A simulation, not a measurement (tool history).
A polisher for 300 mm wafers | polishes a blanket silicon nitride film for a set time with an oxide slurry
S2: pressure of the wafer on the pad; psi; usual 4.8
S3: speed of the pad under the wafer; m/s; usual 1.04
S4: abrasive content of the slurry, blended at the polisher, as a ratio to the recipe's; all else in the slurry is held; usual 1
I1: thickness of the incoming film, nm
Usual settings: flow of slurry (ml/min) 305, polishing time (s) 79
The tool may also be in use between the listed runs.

{"run": 1, "day": 0.0, "flow of slurry (ml/min)": 355, "S2": 4.8, "S3": 1.04, "S4": 1, "polishing time (s)": 79, "I1": 368.4, "film removed (angstrom)": 670}
{"run": 2, "day": 0.879, "flow of slurry (ml/min)": 355, "S2": 4.8, "S3": 1.04, "S4": 1, "polishing time (s)": 79, "I1": 373.1, "film removed (angstrom)": 670}
{"day": 1.275, "done": "conditioning disc replaced and pad reconditioned"}
{"run": 3, "day": 1.421, "flow of slurry (ml/min)": 355, "S2": 4.8, "S3": 1.04, "S4": 1, "polishing time (s)": 79, "I1": 371.6, "film removed (angstrom)": 657}
{"run": 4, "day": 2.129, "flow of slurry (ml/min)": 305, "S2": 4.8, "S3": 1.04, "S4": 1, "polishing time (s)": 101, "I1": 369.3, "film removed (angstrom)": 830}
{"run": 5, "day": 3.217, "flow of slurry (ml/min)": 305, "S2": 4.8, "S3": 1.04, "S4": 1, "polishing time (s)": 79, "I1": 375.5, "film removed (angstrom)": 648}
{"day": 3.671, "done": "worn pad replaced by a new one"}
{"run": 6, "day": 3.862, "flow of slurry (ml/min)": 305, "S2": 4.8, "S3": 1.04, "S4": 1, "polishing time (s)": 79, "I1": 375.9, "film removed (angstrom)": 659}
{"run": 7, "day": 4.192, "flow of slurry (ml/min)": 305, "S2": 4.8, "S3": 1.04, "S4": 1, "polishing time (s)": 79, "I1": 374.2, "film removed (angstrom)": 666}
{"run": 8, "day": 4.517, "flow of slurry (ml/min)": 305, "S2": 4.8, "S3": 0.94, "S4": 1, "polishing time (s)": 79, "I1": 377.6, "film removed (angstrom)": 603}
{"run": 9, "day": 4.862, "flow of slurry (ml/min)": 305, "S2": 4.8, "S3": 0.94, "S4": 1, "polishing time (s)": 79, "I1": 364, "film removed (angstrom)": 599}
{"day": 5.104, "done": "slurry nozzle cleaned"}
{"run": 10, "day": 5.258, "flow of slurry (ml/min)": 305, "S2": 4.8, "S3": 1.2, "S4": 1.1, "polishing time (s)": 79, "I1": 370.3, "film removed (angstrom)": 765}
{"run": 11, "day": 5.771, "flow of slurry (ml/min)": 305, "S2": 4.8, "S3": 1.04, "S4": 1, "polishing time (s)": 79, "I1": 368.4, "film removed (angstrom)": 669}
{"run": 12, "day": 6.371, "flow of slurry (ml/min)": 305, "S2": 4.8, "S3": 1.04, "S4": 1, "polishing time (s)": 79, "I1": 365.2, "film removed (angstrom)": 647}
{"run": 13, "day": 6.754, "flow of slurry (ml/min)": 305, "S2": 4.8, "S3": 1.04, "S4": 1, "polishing time (s)": 79, "I1": 368.4, "film removed (angstrom)": 668}
{"day": 7.096, "done": "slurry blender recalibrated"}
{"run": 14, "day": 7.162, "flow of slurry (ml/min)": 305, "S2": 4.8, "S3": 1.04, "S4": 1, "polishing time (s)": 79, "I1": 374.8, "film removed (angstrom)": 649}
{"run": 15, "day": 7.567, "flow of slurry (ml/min)": 305, "S2": 4.8, "S3": 1.04, "S4": 1, "polishing time (s)": 57, "I1": 362.9, "film removed (angstrom)": 467}
{"run": 16, "day": 8.292, "flow of slurry (ml/min)": 305, "S2": 4.1, "S3": 1.32, "S4": 0.85, "polishing time (s)": 62, "I1": 370.8, "film removed (angstrom)": 470}
{"day": 8.725, "done": "worn pad replaced by a new one"}
{"day": 8.742, "done": "head pressure recalibrated"}
{"run": 17, "day": 8.875, "flow of slurry (ml/min)": 305, "S2": 4.8, "S3": 1.04, "S4": 1.25, "polishing time (s)": 79, "I1": 374.3, "film removed (angstrom)": 740}
{"run": 18, "day": 9.175, "flow of slurry (ml/min)": 305, "S2": 4.4, "S3": 1.34, "S4": 1.15, "polishing time (s)": 100, "I1": 365.6, "film removed (angstrom)": 1026}
{"run": 19, "day": 9.546, "flow of slurry (ml/min)": 305, "S2": 4.8, "S3": 1.16, "S4": 1, "polishing time (s)": 79, "I1": 369.1, "film removed (angstrom)": 721}
{"run": 20, "day": 10.046, "flow of slurry (ml/min)": 215, "S2": 3.5, "S3": 0.7, "S4": 1, "polishing time (s)": 79, "I1": 368.5, "film removed (angstrom)": 351}
{"run": 21, "day": 10.329, "flow of slurry (ml/min)": 305, "S2": 5.4, "S3": 1.26, "S4": 1.2, "polishing time (s)": 91, "I1": 371.2, "film removed (angstrom)": 1112}
{"run": 22, "day": 10.8, "flow of slurry (ml/min)": 405, "S2": 4.8, "S3": 1.04, "S4": 1, "polishing time (s)": 92, "I1": 371.8, "film removed (angstrom)": 782}

Forecast run 23:
{"run": 23, "day": 11.421, "flow of slurry (ml/min)": 305, "S2": 5.7, "S3": 1.38, "S4": 1.2, "polishing time (s)": 59, "I1": 368.2, "film removed (angstrom)": "?"}

Run 23 gave film removed (angstrom) 803.
Without the tool's hidden state the same run would have given film removed (angstrom) 818.

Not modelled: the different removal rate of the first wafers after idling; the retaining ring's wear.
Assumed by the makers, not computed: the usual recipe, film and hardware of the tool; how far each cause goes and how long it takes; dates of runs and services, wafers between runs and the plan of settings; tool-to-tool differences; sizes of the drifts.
